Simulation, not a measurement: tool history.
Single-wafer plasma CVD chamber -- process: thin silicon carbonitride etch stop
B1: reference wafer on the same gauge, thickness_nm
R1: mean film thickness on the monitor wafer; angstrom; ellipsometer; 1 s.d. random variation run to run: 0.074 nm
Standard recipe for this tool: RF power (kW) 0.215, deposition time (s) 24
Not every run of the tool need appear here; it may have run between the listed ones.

run 1 hour=0 | RF_power_(kW)=0.185 deposition_time_(s)=24 | B1=15.194 | R1=136.08
run 2 hour=41 | RF_power_(kW)=0.185 deposition_time_(s)=24 | B1=15.209 | R1=137.49
run 3 hour=68.2 | RF_power_(kW)=0.185 deposition_time_(s)=24 | B1=15.218 | R1=137.47
run 4 hour=119.7 | RF_power_(kW)=0.215 deposition_time_(s)=24 | B1=15.176 | R1=145.61
run 5 hour=157.9 | RF_power_(kW)=0.215 deposition_time_(s)=24 | B1=15.206 | R1=143.92
run 6 hour=227.4 | RF_power_(kW)=0.24 deposition_time_(s)=20.5 | B1=15.19 | R1=126.29
run 7 hour=293.2 | RF_power_(kW)=0.24 deposition_time_(s)=20.5 | B1=15.208 | R1=125.08
run 8 hour=347.7 | RF_power_(kW)=0.215 deposition_time_(s)=24 | B1=15.184 | R1=144.03
run 9 hour=419.3 | RF_power_(kW)=0.215 deposition_time_(s)=24 | B1=15.199 | R1=143.93
run 10 hour=445.6 | RF_power_(kW)=0.215 deposition_time_(s)=24 | B1=15.194 | R1=143.16
run 11 hour=487.5 | RF_power_(kW)=0.215 deposition_time_(s)=24 | B1=15.205 | R1=142.91
-- hour=498.3 thermocouple changed; heater temperature recalibrated
run 12 hour=514.3 | RF_power_(kW)=0.215 deposition_time_(s)=24 | B1=15.206 | R1=143.97
run 13 hour=568 | RF_power_(kW)=0.25 deposition_time_(s)=22.2 | B1=15.175 | R1=137.83
run 14 hour=615.8 | RF_power_(kW)=0.19 deposition_time_(s)=22.6 | B1=15.185 | R1=131.49
run 15 hour=650.2 | RF_power_(kW)=0.215 deposition_time_(s)=24 | B1=15.22 | R1=143.34
-- hour=701.8 showerhead replaced
run 16 hour=702.3 | RF_power_(kW)=0.215 deposition_time_(s)=24 | B1=15.18 | R1=144.23
-- hour=709.1 gauge calibrated
run 17 hour=733.3 | RF_power_(kW)=0.195 deposition_time_(s)=27.3 | B1=15.191 | R1=158.5
run 18 hour=796.6 | RF_power_(kW)=0.215 deposition_time_(s)=25.4 | B1=15.194 | R1=151.99
-- hour=856.5 RF generator calibrated
run 19 hour=857.3 | RF_power_(kW)=0.23 deposition_time_(s)=28.6 | B1=15.207 | R1=174.64
run 20 hour=882 | RF_power_(kW)=0.24 deposition_time_(s)=27.4 | B1=15.186 | R1=169.43
run 21 hour=938.7 | RF_power_(kW)=0.215 deposition_time_(s)=24 | B1=15.206 | R1=143.63
run 22 hour=1000.5 | RF_power_(kW)=0.18 deposition_time_(s)=27.2 | B1=15.211 | R1=153.78
run 23 hour=1054.8 | RF_power_(kW)=0.175 deposition_time_(s)=28.5 | B1=15.205 | R1=160.43
run 24 hour=1080.6 | RF_power_(kW)=0.215 deposition_time_(s)=24 | B1=15.218 | R1=142.26
run 25 hour=1148.2 | RF_power_(kW)=0.215 deposition_time_(s)=24 | B1=15.193 | R1=144.64

Below are 4 alternative next runs, each starting from the tool's condition after run 25. Predict each:
run A hour=1148.6 | RF_power_(kW)=0.225 deposition_time_(s)=24 | B1=? | R1=?
run B hour=1148.6 | RF_power_(kW)=0.215 deposition_time_(s)=26.3 | B1=? | R1=?
run C hour=1148.6 | RF_power_(kW)=0.245 deposition_time_(s)=24 | B1=? | R1=?
run D hour=1148.6 | RF_power_(kW)=0.175 deposition_time_(s)=27.1 | B1=? | R1=?

run=A B1=15.199 R1=146.17
run=B B1=15.199 R1=158.15
run=C B1=15.199 R1=149.73
run=D B1=15.199 R1=153.87
Without the tool's unlogged condition, the same runs would have read:
run=A R1=146.17
run=B R1=158.15
run=C R1=149.73
run=D R1=153.87
